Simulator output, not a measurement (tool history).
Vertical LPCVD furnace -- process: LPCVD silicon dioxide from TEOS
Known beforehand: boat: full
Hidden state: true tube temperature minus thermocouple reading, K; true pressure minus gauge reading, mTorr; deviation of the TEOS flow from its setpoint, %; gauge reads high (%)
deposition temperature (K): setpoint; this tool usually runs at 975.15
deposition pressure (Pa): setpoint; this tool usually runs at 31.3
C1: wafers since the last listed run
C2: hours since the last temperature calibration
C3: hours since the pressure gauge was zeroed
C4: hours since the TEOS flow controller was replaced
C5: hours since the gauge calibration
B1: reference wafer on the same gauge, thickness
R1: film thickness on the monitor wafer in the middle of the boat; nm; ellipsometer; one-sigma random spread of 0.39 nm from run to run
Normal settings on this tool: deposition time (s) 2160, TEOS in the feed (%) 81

{"run": 1, "hour": 0.0, "deposition temperature (K)": 982.15, "deposition pressure (Pa)": 31.3, "deposition time (s)": 1770, "TEOS in the feed (%)": 81, "C1": 0, "C2": 3972.6, "C3": 2725.1, "C4": 3769.7, "C5": 14.7, "B1": 277.1, "R1": 278.08}
{"run": 2, "hour": 6.8, "deposition temperature (K)": 982.15, "deposition pressure (Pa)": 31.3, "deposition time (s)": 1770, "TEOS in the feed (%)": 81, "C1": 152, "C2": 3979.4, "C3": 2731.9, "C4": 3776.5, "C5": 21.5, "B1": 277.28, "R1": 277.86}
{"run": 3, "hour": 14.8, "deposition temperature (K)": 975.15, "deposition pressure (Pa)": 31.3, "deposition time (s)": 2160, "TEOS in the feed (%)": 81, "C1": 179, "C2": 3987.4, "C3": 2739.9, "C4": 3784.5, "C5": 29.5, "B1": 276.98, "R1": 289.1}
{"run": 4, "hour": 25.3, "deposition temperature (K)": 975.15, "deposition pressure (Pa)": 31.3, "deposition time (s)": 2160, "TEOS in the feed (%)": 81, "C1": 235, "C2": 3997.9, "C3": 2750.4, "C4": 3795.0, "C5": 40.0, "B1": 276.83, "R1": 288.81}
{"run": 5, "hour": 38.3, "deposition temperature (K)": 975.15, "deposition pressure (Pa)": 31.3, "deposition time (s)": 2160, "TEOS in the feed (%)": 81, "C1": 291, "C2": 4010.9, "C3": 2763.4, "C4": 3808.0, "C5": 53.0, "B1": 276.94, "R1": 289.72}
{"run": 6, "hour": 50.5, "deposition temperature (K)": 975.15, "deposition pressure (Pa)": 36.0, "deposition time (s)": 2160, "TEOS in the feed (%)": 81, "C1": 273, "C2": 4023.1, "C3": 2775.6, "C4": 3820.2, "C5": 65.2, "B1": 277.08, "R1": 310.75}
{"run": 7, "hour": 56.8, "deposition temperature (K)": 975.15, "deposition pressure (Pa)": 36.0, "deposition time (s)": 2160, "TEOS in the feed (%)": 81, "C1": 141, "C2": 4029.4, "C3": 2781.9, "C4": 3826.5, "C5": 71.5, "B1": 277.13, "R1": 311.17}
{"run": 8, "hour": 66.0, "deposition temperature (K)": 975.15, "deposition pressure (Pa)": 36.0, "deposition time (s)": 2160, "TEOS in the feed (%)": 81, "C1": 206, "C2": 4038.6, "C3": 2791.1, "C4": 3835.7, "C5": 80.7, "B1": 276.96, "R1": 311.1}
{"run": 9, "hour": 78.0, "deposition temperature (K)": 975.15, "deposition pressure (Pa)": 31.3, "deposition time (s)": 2160, "TEOS in the feed (%)": 81, "C1": 269, "C2": 4050.6, "C3": 2803.1, "C4": 3847.7, "C5": 92.7, "B1": 276.93, "R1": 290.41}
{"run": 10, "hour": 86.8, "deposition temperature (K)": 975.15, "deposition pressure (Pa)": 31.3, "deposition time (s)": 2160, "TEOS in the feed (%)": 81, "C1": 197, "C2": 4059.4, "C3": 2811.9, "C4": 3856.5, "C5": 101.5, "B1": 277.22, "R1": 290.85}
{"run": 11, "hour": 103.3, "deposition temperature (K)": 975.15, "deposition pressure (Pa)": 31.3, "deposition time (s)": 2160, "TEOS in the feed (%)": 81, "C1": 370, "C2": 4075.9, "C3": 2828.4, "C4": 3873.0, "C5": 118.0, "B1": 277.1, "R1": 291.24}
{"run": 12, "hour": 113.2, "deposition temperature (K)": 975.15, "deposition pressure (Pa)": 33.3, "deposition time (s)": 2160, "TEOS in the feed (%)": 81, "C1": 222, "C2": 4085.8, "C3": 2838.3, "C4": 3882.9, "C5": 127.9, "B1": 276.92, "R1": 299.46}
{"hour": 138.2, "done": "TEOS flow controller replaced"}
{"run": 13, "hour": 138.7, "deposition temperature (K)": 984.15, "deposition pressure (Pa)": 39.3, "deposition time (s)": 2880, "TEOS in the feed (%)": 81, "C1": 33, "C2": 4111.3, "C3": 2863.8, "C4": 0.5, "C5": 153.4, "B1": 277.08, "R1": 534.05}
{"run": 14, "hour": 142.6, "deposition temperature (K)": 965.15, "deposition pressure (Pa)": 24.0, "deposition time (s)": 1800, "TEOS in the feed (%)": 95, "C1": 87, "C2": 4115.2, "C3": 2867.7, "C4": 4.4, "C5": 157.3, "B1": 276.87, "R1": 182.15}
{"run": 15, "hour": 155.1, "deposition temperature (K)": 975.15, "deposition pressure (Pa)": 31.3, "deposition time (s)": 2160, "TEOS in the feed (%)": 81, "C1": 280, "C2": 4127.7, "C3": 2880.2, "C4": 16.9, "C5": 169.8, "B1": 277.19, "R1": 291.15}
{"run": 16, "hour": 170.6, "deposition temperature (K)": 971.15, "deposition pressure (Pa)": 31.3, "deposition time (s)": 2160, "TEOS in the feed (%)": 92, "C1": 347, "C2": 4143.2, "C3": 2895.7, "C4": 32.4, "C5": 185.3, "B1": 277.0, "R1": 282.7}
{"hour": 220.8, "done": "gauge calibrated"}
{"hour": 221.9, "done": "thermocouples replaced and temperature profile calibrated"}
{"hour": 222.5, "done": "pressure gauge zeroed"}
{"run": 17, "hour": 223.0, "deposition temperature (K)": 975.15, "deposition pressure (Pa)": 29.3, "deposition time (s)": 2400, "TEOS in the feed (%)": 81, "C1": 624, "C2": 1.1, "C3": 0.5, "C4": 84.8, "C5": 2.2, "B1": 277.1, "R1": 283.48}
{"run": 18, "hour": 226.9, "deposition temperature (K)": 975.15, "deposition pressure (Pa)": 31.3, "deposition time (s)": 2160, "TEOS in the feed (%)": 81, "C1": 87, "C2": 5.0, "C3": 4.4, "C4": 88.7, "C5": 6.1, "B1": 276.94, "R1": 264.35}
{"run": 19, "hour": 231.5, "deposition temperature (K)": 975.15, "deposition pressure (Pa)": 31.3, "deposition time (s)": 2160, "TEOS in the feed (%)": 81, "C1": 103, "C2": 9.6, "C3": 9.0, "C4": 93.3, "C5": 10.7, "B1": 277.06, "R1": 264.96}
{"run": 20, "hour": 248.5, "deposition temperature (K)": 980.15, "deposition pressure (Pa)": 31.3, "deposition time (s)": 2160, "TEOS in the feed (%)": 94, "C1": 381, "C2": 26.6, "C3": 26.0, "C4": 110.3, "C5": 27.7, "B1": 276.76, "R1": 320.53}
{"run": 21, "hour": 259.9, "deposition temperature (K)": 975.15, "deposition pressure (Pa)": 31.3, "deposition time (s)": 2970, "TEOS in the feed (%)": 69, "C1": 255, "C2": 38.0, "C3": 37.4, "C4": 121.7, "C5": 39.1, "B1": 277.08, "R1": 335.19}
{"run": 22, "hour": 276.2, "deposition temperature (K)": 967.15, "deposition pressure (Pa)": 31.3, "deposition time (s)": 2160, "TEOS in the feed (%)": 96, "C1": 365, "C2": 54.3, "C3": 53.7, "C4": 138.0, "C5": 55.4, "B1": 276.99, "R1": 238.38}
{"run": 23, "hour": 288.3, "deposition temperature (K)": 975.15, "deposition pressure (Pa)": 31.3, "deposition time (s)": 2160, "TEOS in the feed (%)": 81, "C1": 271, "C2": 66.4, "C3": 65.8, "C4": 150.1, "C5": 67.5, "B1": 277.19, "R1": 264.21}
{"run": 24, "hour": 304.0, "deposition temperature (K)": 964.15, "deposition pressure (Pa)": 25.3, "deposition time (s)": 2940, "TEOS in the feed (%)": 91, "C1": 352, "C2": 82.1, "C3": 81.5, "C4": 165.8, "C5": 83.2, "B1": 276.86, "R1": 265.07}

Branching from run 24: 5 alternative next runs. What would each branch give?
{"run": "A", "hour": 308.0, "deposition temperature (K)": 975.15, "deposition pressure (Pa)": 31.3, "deposition time (s)": 2160, "TEOS in the feed (%)": 88, "C1": 89, "C2": 86.1, "C3": 85.5, "C4": 169.8, "C5": 87.2, "B1": "?", "R1": "?"}
{"run": "B", "hour": 308.0, "deposition temperature (K)": 986.15, "deposition pressure (Pa)": 31.3, "deposition time (s)": 2910, "TEOS in the feed (%)": 81, "C1": 89, "C2": 86.1, "C3": 85.5, "C4": 169.8, "C5": 87.2, "B1": "?", "R1": "?"}
{"run": "C", "hour": 308.0, "deposition temperature (K)": 963.15, "deposition pressure (Pa)": 31.3, "deposition time (s)": 2160, "TEOS in the feed (%)": 70, "C1": 89, "C2": 86.1, "C3": 85.5, "C4": 169.8, "C5": 87.2, "B1": "?", "R1": "?"}
{"run": "D", "hour": 308.0, "deposition temperature (K)": 975.15, "deposition pressure (Pa)": 35.3, "deposition time (s)": 2160, "TEOS in the feed (%)": 73, "C1": 89, "C2": 86.1, "C3": 85.5, "C4": 169.8, "C5": 87.2, "B1": "?", "R1": "?"}
{"run": "E", "hour": 308.0, "deposition temperature (K)": 975.15, "deposition pressure (Pa)": 28.7, "deposition time (s)": 2400, "TEOS in the feed (%)": 81, "C1": 89, "C2": 86.1, "C3": 85.5, "C4": 169.8, "C5": 87.2, "B1": "?", "R1": "?"}

run=A B1=277.02 R1=275.30
run=B B1=277.02 R1=457.67
run=C B1=277.02 R1=185.35
run=D B1=277.02 R1=266.27
run=E B1=277.02 R1=280.71
Without the tool's unlogged condition, the same runs would have read:
run=A R1=272.53
run=B R1=453.16
run=C R1=183.44
run=D R1=263.58
run=E R1=277.88

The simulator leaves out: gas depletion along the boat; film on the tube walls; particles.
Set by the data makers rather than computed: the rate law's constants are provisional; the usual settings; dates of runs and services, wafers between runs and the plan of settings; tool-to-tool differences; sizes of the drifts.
